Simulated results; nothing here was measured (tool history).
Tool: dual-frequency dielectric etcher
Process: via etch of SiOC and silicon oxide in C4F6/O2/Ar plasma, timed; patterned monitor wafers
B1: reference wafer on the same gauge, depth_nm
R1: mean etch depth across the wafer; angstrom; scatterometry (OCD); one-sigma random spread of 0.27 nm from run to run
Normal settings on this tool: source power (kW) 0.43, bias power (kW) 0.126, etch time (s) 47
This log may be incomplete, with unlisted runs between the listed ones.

run 1 hour=0 | source_power_(kW)=0.43 bias_power_(kW)=0.126 etch_time_(s)=47 | B1=46.5 | R1=453.6
run 2 hour=16.8 | source_power_(kW)=0.43 bias_power_(kW)=0.126 etch_time_(s)=47 | B1=46.42 | R1=454.6
run 3 hour=34.7 | source_power_(kW)=0.43 bias_power_(kW)=0.126 etch_time_(s)=47 | B1=46.54 | R1=457.6
run 4 hour=70.3 | source_power_(kW)=0.43 bias_power_(kW)=0.126 etch_time_(s)=47 | B1=46.46 | R1=453.5
run 5 hour=93 | source_power_(kW)=0.43 bias_power_(kW)=0.126 etch_time_(s)=47 | B1=46.51 | R1=453.6
run 6 hour=124.5 | source_power_(kW)=0.43 bias_power_(kW)=0.126 etch_time_(s)=47 | B1=46.49 | R1=448.6
run 7 hour=146.4 | source_power_(kW)=0.46 bias_power_(kW)=0.126 etch_time_(s)=57.5 | B1=46.42 | R1=566.3
-- hour=178.7 wet clean of the chamber
run 8 hour=179.2 | source_power_(kW)=0.43 bias_power_(kW)=0.143 etch_time_(s)=47 | B1=46.52 | R1=476
run 9 hour=182.2 | source_power_(kW)=0.43 bias_power_(kW)=0.126 etch_time_(s)=47 | B1=46.54 | R1=458.1
-- hour=197.1 bias power generator calibrated
run 10 hour=204.1 | source_power_(kW)=0.43 bias_power_(kW)=0.126 etch_time_(s)=47 | B1=46.55 | R1=460.9
run 11 hour=231.4 | source_power_(kW)=0.43 bias_power_(kW)=0.126 etch_time_(s)=47 | B1=46.47 | R1=459
-- hour=249.9 gauge calibrated
run 12 hour=258.9 | source_power_(kW)=0.39 bias_power_(kW)=0.109 etch_time_(s)=33.5 | B1=46.5 | R1=301.1
run 13 hour=279.3 | source_power_(kW)=0.52 bias_power_(kW)=0.155 etch_time_(s)=47 | B1=46.46 | R1=528.1
-- hour=316.9 source power generator calibrated
run 14 hour=317.4 | source_power_(kW)=0.43 bias_power_(kW)=0.126 etch_time_(s)=59 | B1=46.49 | R1=575.4
run 15 hour=364.9 | source_power_(kW)=0.43 bias_power_(kW)=0.095 etch_time_(s)=41.5 | B1=46.52 | R1=378.5
-- hour=410.6 upper electrode replaced
run 16 hour=411.1 | source_power_(kW)=0.48 bias_power_(kW)=0.126 etch_time_(s)=47 | B1=46.42 | R1=480.1
run 17 hour=411.5 | source_power_(kW)=0.43 bias_power_(kW)=0.126 etch_time_(s)=47 | B1=46.46 | R1=455
run 18 hour=427.4 | source_power_(kW)=0.36 bias_power_(kW)=0.096 etch_time_(s)=54 | B1=46.52 | R1=449.8
run 19 hour=455.6 | source_power_(kW)=0.49 bias_power_(kW)=0.153 etch_time_(s)=47 | B1=46.51 | R1=505.3
run 20 hour=468.5 | source_power_(kW)=0.43 bias_power_(kW)=0.126 etch_time_(s)=47 | B1=46.47 | R1=452.5
run 21 hour=491.8 | source_power_(kW)=0.43 bias_power_(kW)=0.126 etch_time_(s)=47 | B1=46.51 | R1=454.9
run 22 hour=507.4 | source_power_(kW)=0.43 bias_power_(kW)=0.152 etch_time_(s)=58 | B1=46.52 | R1=590.2
run 23 hour=523.4 | source_power_(kW)=0.43 bias_power_(kW)=0.126 etch_time_(s)=47 | B1=46.48 | R1=445.8

Below are 3 alternative next runs, each starting from the tool's condition after run 23. Predict each:
run A hour=523.8 | source_power_(kW)=0.43 bias_power_(kW)=0.126 etch_time_(s)=47 | B1=? | R1=?
run B hour=523.8 | source_power_(kW)=0.48 bias_power_(kW)=0.158 etch_time_(s)=37.5 | B1=? | R1=?
run C hour=523.8 | source_power_(kW)=0.5 bias_power_(kW)=0.126 etch_time_(s)=47 | B1=? | R1=?

run=A B1=46.5 R1=453.5
run=B B1=46.5 R1=402.9
run=C B1=46.5 R1=486.9
With no hidden state in the tool, these same runs would have given:
run=A R1=461.9
run=B R1=410.3
run=C R1=495.9

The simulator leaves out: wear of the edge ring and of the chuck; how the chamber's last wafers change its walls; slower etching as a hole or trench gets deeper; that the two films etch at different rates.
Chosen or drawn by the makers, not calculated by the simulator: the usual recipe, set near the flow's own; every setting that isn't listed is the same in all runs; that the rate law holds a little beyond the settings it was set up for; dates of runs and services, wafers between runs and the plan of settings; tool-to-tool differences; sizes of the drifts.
